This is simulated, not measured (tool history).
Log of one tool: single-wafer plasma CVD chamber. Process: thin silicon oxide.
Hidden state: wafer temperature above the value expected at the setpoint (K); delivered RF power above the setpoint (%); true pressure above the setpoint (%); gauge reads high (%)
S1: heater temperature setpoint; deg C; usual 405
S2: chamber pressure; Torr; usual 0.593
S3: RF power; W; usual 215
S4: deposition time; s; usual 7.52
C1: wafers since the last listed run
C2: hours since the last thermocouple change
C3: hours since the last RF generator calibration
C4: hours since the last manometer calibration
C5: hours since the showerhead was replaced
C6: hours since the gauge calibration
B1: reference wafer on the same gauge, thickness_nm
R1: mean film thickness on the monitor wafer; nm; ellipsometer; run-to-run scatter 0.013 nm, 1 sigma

run   hour   S1     S2   S3    S4   C1      C2      C3      C4      C5     C6     B1     R1
  1      0  405  0.593  215  7.52    0  2116.6  2648.2  2716.3  4890.6   83.7   7.88   7.64
  2   11.2  405  0.593  215  7.52  196  2127.8  2659.4  2727.5  4901.8   94.9  7.879  7.623
  3   28.9  405  0.593  215  7.52  311  2145.5  2677.1  2745.2  4919.5  112.6  7.881  7.601
  4   37.6  405  0.593  215  8.14  152  2154.2  2685.8  2753.9  4928.2  121.3  7.882  8.249
      54.5  -- thermocouple changed; heater temperature recalibrated
  5   58.9  405  0.593  215  8.14  233     4.4  2707.1  2775.2  4949.5  142.6   7.88  8.247
  6   70.4  405  0.593  215  8.14  202    15.9  2718.6  2786.7    4961  154.1  7.882  8.259
  7   79.4  405  0.593  215  8.17  158    24.9  2727.6  2795.7    4970  163.1   7.88  8.269
      93.9  -- capacitance manometer re-zeroed and calibrated
  8   94.4  396  0.593  180  7.52  123    39.9  2742.6     0.5    4985  178.1  7.879  7.977
        96  -- gauge calibrated
  9  102.3  405  0.502  215  7.52  138    47.8  2750.5     8.4  4992.9    6.3  7.878  7.215
 10  113.2  405  0.593  255  7.52  191    58.7  2761.4    19.3  5003.8   17.2  7.879   9.18
     122.4  -- RF generator calibrated
       130  -- showerhead replaced
 11  130.5  405  0.593  215  7.52   29      76     8.1    36.6     0.5   34.5  7.881  8.568
 12  138.7  397  0.593  215  7.52  144    84.2    16.3    44.8     8.7   42.7   7.88  8.579
 13  147.3  413  0.552  185  8.74  151    92.8    24.9    53.4    17.3   51.3  7.882  8.619
 14  160.3  405  0.489  215  6.05  228   105.8    37.9    66.4    30.3   64.3   7.88  5.655
 15  170.7  405  0.593  215  7.52  182   116.2    48.3    76.8    40.7   74.7   7.88  8.521
 16  179.2  399  0.647  205  7.52  149   124.7    56.8    85.3    49.2   83.2   7.88   9.15

Branching from run 16: 4 alternative next runs. What would each branch give?
  A  179.6  405  0.593  245  7.52   7  125.1  57.2  85.7  49.6  83.6   ?   ?
  B  179.6  393  0.739  215  6.26   7  125.1  57.2  85.7  49.6  83.6   ?   ?
  C  179.6  412  0.593  175  7.52   7  125.1  57.2  85.7  49.6  83.6   ?   ?
  D  179.6  418   0.55  215  7.52   7  125.1  57.2  85.7  49.6  83.6   ?   ?

run    B1     R1
  A  7.88  9.006
  B  7.88    8.9
  C  7.88  7.769
  D  7.88  7.844
Stripped of hidden state, with their random variation kept, the same runs would have yielded:
run     R1
  A  9.009
  B  8.903
  C  7.773
  D  7.847
